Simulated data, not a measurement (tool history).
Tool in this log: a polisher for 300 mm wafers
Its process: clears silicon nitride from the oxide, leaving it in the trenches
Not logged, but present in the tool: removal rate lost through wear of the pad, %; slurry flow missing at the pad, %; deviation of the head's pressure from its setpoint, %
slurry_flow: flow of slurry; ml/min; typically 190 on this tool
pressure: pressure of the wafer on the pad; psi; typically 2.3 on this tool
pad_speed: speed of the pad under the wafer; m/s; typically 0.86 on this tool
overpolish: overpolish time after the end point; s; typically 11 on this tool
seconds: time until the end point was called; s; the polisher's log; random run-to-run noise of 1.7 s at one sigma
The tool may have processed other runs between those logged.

run,hour,slurry_flow,pressure,pad_speed,overpolish,wafers since the last listed run,wafers polished on this pad,hours since the slurry nozzle was cleaned,hours since the head pressure was calibrated,"incoming thickness of the incoming film, nm",seconds
1,0,190,2.3,0.86,16,0,1728,369.1,511.9,99.3,176.5
2,60.7,190,2.3,0.86,16,416,2144,429.8,572.6,100.4,175.9
3,110.5,190,2.3,0.86,16,341,2486,479.6,622.4,99.8,178.6
# hour 155.4: slurry nozzle cleaned
4,157.6,190,2.3,0.86,11,316,2802,2.2,669.5,100.8,181
# hour 185.8: worn pad replaced by a new one
5,213.9,190,2.3,0.86,11,358,192,58.5,725.8,97.8,167.1
6,258.3,190,2.3,0.86,11,304,497,102.9,770.2,100.3,173.9
7,303.4,190,2.3,0.86,11,309,806,148,815.3,99.7,177.4
# hour 307.3: head pressure recalibrated
8,335.1,190,2.3,0.86,11,203,1010,179.7,27.8,98.4,150.2
9,391,210,2.3,0.96,11,383,1394,235.6,83.7,98.3,136.1
10,535.7,170,2.3,0.72,11,992,2386,380.3,228.4,100.5,205.5
11,595.5,170,2.3,0.72,11,410,2797,440.1,288.2,99.9,204.5
12,646.6,190,2.3,0.86,11,350,3147,491.2,339.3,98.7,167.8
# hour 657.8: slurry nozzle cleaned
# hour 699.9: worn pad replaced by a new one
13,705.1,190,2.3,0.86,11,367,35,47.3,397.8,98.5,162.5
14,742.5,190,2.3,0.86,11,256,292,84.7,435.2,99.5,159.3
15,773.1,170,3,0.86,15,209,502,115.3,465.8,100.1,132.6
16,800.6,235,2,0.78,8,188,691,142.8,493.3,98.8,206
17,837,255,2.9,1.1,14,249,940,179.2,529.7,100.2,101.3
18,895.1,190,2.7,0.86,11,398,1339,237.3,587.8,99.8,146.9
19,944.1,190,2.3,0.86,11,336,1675,286.3,636.8,101.3,175.9
20,1002.7,230,2.3,0.58,8,402,2077,344.9,695.4,100.9,260.4
21,1046.1,160,3,0.86,11,297,2375,388.3,738.8,98.4,135.9
# hour 1062.4: head pressure recalibrated
# hour 1105.9: slurry nozzle cleaned
# hour 1178.9: worn pad replaced by a new one
22,1182.6,190,2.3,0.86,11,888,25,76.7,120.2,100.3,154.3
23,1241.8,240,2.3,0.86,11,406,431,135.9,179.4,101.3,156.4
24,1268.7,190,2.3,0.86,11,184,615,162.8,206.3,98.9,159.5
25,1333.5,190,2.3,0.86,11,444,1060,227.6,271.1,99,162.3
26,1400.4,240,2.7,1.1,11,458,1519,294.5,338,99.2,106.3
27,1467.3,190,2.3,0.72,11,458,1978,361.4,404.9,100,206.1
28,1519.7,130,3,0.68,8,359,2337,413.8,457.3,101.3,184.7
# hour 1577: slurry nozzle cleaned
29,1591.4,135,2.3,0.86,11,485,2822,14.4,529,100.1,182.6
30,1645.3,155,2.3,0.86,11,369,3192,68.3,582.9,100.1,183.7
31,1674.7,130,3,0.68,8,201,3394,97.7,612.3,99.7,182.6
32,1705.3,190,2.3,0.86,11,209,3604,128.3,642.9,100.1,173.7
# hour 1727.4: worn pad replaced by a new one
# hour 1733.2: head pressure recalibrated
33,1834.7,225,3,1.14,5,846,722,257.7,101.5,102,88.7
34,1874.5,190,2.3,0.94,11,273,995,297.5,141.3,98.4,142.3
35,1950.9,190,2.3,0.86,11,524,1519,373.9,217.7,100,163.2
36,1987.2,190,2.3,0.76,11,249,1768,410.2,254,99.3,182.7

Entry by entry between the runs, the difference in hidden state between the last listed run before and the first listed run after:
Run 3 -> run 4: slurry nozzle cleaned (hour 155.4)
  removal rate lost through wear of the pad, %: 6.78 -> 6.98; deviation of the head's pressure from its setpoint, %: -12.7 -> -12.9
  the result without the hidden state subtracted from the measured one, seconds: +33.3 -> +34.4 s
Run 4 -> run 5: worn pad replaced by a new one (hour 185.8)
  removal rate lost through wear of the pad, %: 6.98 -> 1.94; deviation of the head's pressure from its setpoint, %: -12.9 -> -13.1
  the result without the hidden state subtracted from the measured one, seconds: +34.4 -> +24.7 s
Run 7 -> run 8: head pressure recalibrated (hour 307.3)
  removal rate lost through wear of the pad, %: 4.48 -> 5.1; deviation of the head's pressure from its setpoint, %: -13.2 -> -0.185
  the result without the hidden state subtracted from the measured one, seconds: +30.4 -> +8 s
Run 12 -> run 13: slurry nozzle cleaned (hour 657.8); worn pad replaced by a new one (hour 699.9)
  removal rate lost through wear of the pad, %: 7.58 -> 0.817; deviation of the head's pressure from its setpoint, %: -8.32 -> -8.99
  the result without the hidden state subtracted from the measured one, seconds: +25.6 -> +15.8 s
Run 21 -> run 22: head pressure recalibrated (hour 1062.4); slurry nozzle cleaned (hour 1105.9); worn pad replaced by a new one (hour 1178.9)
  removal rate lost through wear of the pad, %: 6.9 -> 0.725; deviation of the head's pressure from its setpoint, %: -10.8 -> -4.01
  the result without the hidden state subtracted from the measured one, seconds: +23.1 -> +7.3 s
Run 28 -> run 29: slurry nozzle cleaned (hour 1577)
  removal rate lost through wear of the pad, %: 6.85 -> 7.17; deviation of the head's pressure from its setpoint, %: -9.79 -> -10.3
  the result without the hidden state subtracted from the measured one, seconds: +29.5 -> +30.5 s
Run 32 -> run 33: worn pad replaced by a new one (hour 1727.4); head pressure recalibrated (hour 1733.2)
  removal rate lost through wear of the pad, %: 7.47 -> 3.73; deviation of the head's pressure from its setpoint, %: -10.8 -> -2.19
  the result without the hidden state subtracted from the measured one, seconds: +30.4 -> +5.1 s

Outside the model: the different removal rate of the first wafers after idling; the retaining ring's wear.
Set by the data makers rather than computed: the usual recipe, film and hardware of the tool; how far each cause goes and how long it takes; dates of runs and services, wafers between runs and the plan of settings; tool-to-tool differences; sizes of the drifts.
